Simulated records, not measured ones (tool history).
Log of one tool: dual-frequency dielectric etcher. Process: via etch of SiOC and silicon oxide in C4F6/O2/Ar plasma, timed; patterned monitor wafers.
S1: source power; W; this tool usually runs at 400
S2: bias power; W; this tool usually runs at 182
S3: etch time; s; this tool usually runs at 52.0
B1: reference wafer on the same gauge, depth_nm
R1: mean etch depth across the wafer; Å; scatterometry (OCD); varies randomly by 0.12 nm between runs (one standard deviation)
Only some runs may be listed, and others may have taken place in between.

run 1 day=0.000 | S1=400 S2=182 S3=52.0 | B1=54.1 | R1=578
run 2 day=0.638 | S1=400 S2=182 S3=52.0 | B1=54.1 | R1=579
-- day=0.946 bias power generator calibrated
run 3 day=1.442 | S1=400 S2=182 S3=52.0 | B1=54.1 | R1=580
-- day=2.762 wet clean of the chamber
run 4 day=2.783 | S1=400 S2=182 S3=52.0 | B1=54.1 | R1=581
run 5 day=4.583 | S1=400 S2=182 S3=52.0 | B1=54.1 | R1=580
run 6 day=5.712 | S1=400 S2=182 S3=52.0 | B1=54.1 | R1=580
run 7 day=7.117 | S1=400 S2=182 S3=52.0 | B1=54.1 | R1=581
run 8 day=8.188 | S1=400 S2=182 S3=52.0 | B1=54.1 | R1=581
-- day=9.308 gauge calibrated
run 9 day=9.375 | S1=400 S2=138 S3=64.5 | B1=54.1 | R1=619
run 10 day=10.558 | S1=400 S2=149 S3=64.5 | B1=54.1 | R1=649
run 11 day=11.417 | S1=330 S2=224 S3=52.0 | B1=54.2 | R1=613
run 12 day=12.475 | S1=400 S2=182 S3=52.0 | B1=54.1 | R1=580
run 13 day=13.092 | S1=400 S2=182 S3=52.0 | B1=54.1 | R1=582
run 14 day=14.483 | S1=400 S2=182 S3=52.0 | B1=54.1 | R1=580
run 15 day=15.383 | S1=400 S2=182 S3=60.5 | B1=54.1 | R1=674
run 16 day=16.667 | S1=500 S2=182 S3=56.0 | B1=54.1 | R1=668
run 17 day=17.471 | S1=400 S2=182 S3=47.5 | B1=54.1 | R1=530
run 18 day=18.962 | S1=400 S2=158 S3=60.0 | B1=54.1 | R1=624
run 19 day=19.825 | S1=470 S2=182 S3=66.5 | B1=54.1 | R1=778
-- day=20.979 upper electrode replaced
run 20 day=21.000 | S1=350 S2=196 S3=38.5 | B1=54.1 | R1=430
run 21 day=21.146 | S1=300 S2=182 S3=52.0 | B1=54.1 | R1=538
run 22 day=22.083 | S1=400 S2=182 S3=52.0 | B1=54.1 | R1=582
run 23 day=23.225 | S1=470 S2=226 S3=52.0 | B1=54.1 | R1=678
run 24 day=24.388 | S1=490 S2=182 S3=58.5 | B1=54.1 | R1=691
-- day=25.833 wet clean of the chamber
run 25 day=25.854 | S1=450 S2=182 S3=38.5 | B1=54.1 | R1=444
run 26 day=25.871 | S1=490 S2=228 S3=52.0 | B1=54.1 | R1=690
run 27 day=26.888 | S1=400 S2=182 S3=52.0 | B1=54.1 | R1=580
run 28 day=27.842 | S1=310 S2=182 S3=52.0 | B1=54.1 | R1=542
run 29 day=28.954 | S1=320 S2=200 S3=37.5 | B1=54.1 | R1=414
run 30 day=30.046 | S1=300 S2=208 S3=58.0 | B1=54.1 | R1=640

Hidden state, per run?
etch rate over this chamber's usual, %: 0, the same for each run
source power that arrives over what is set, %: 0, the same for each run
bias power that arrives over what is set, %: 0, the same for each run
gauge reads high (%): 0, the same for each run
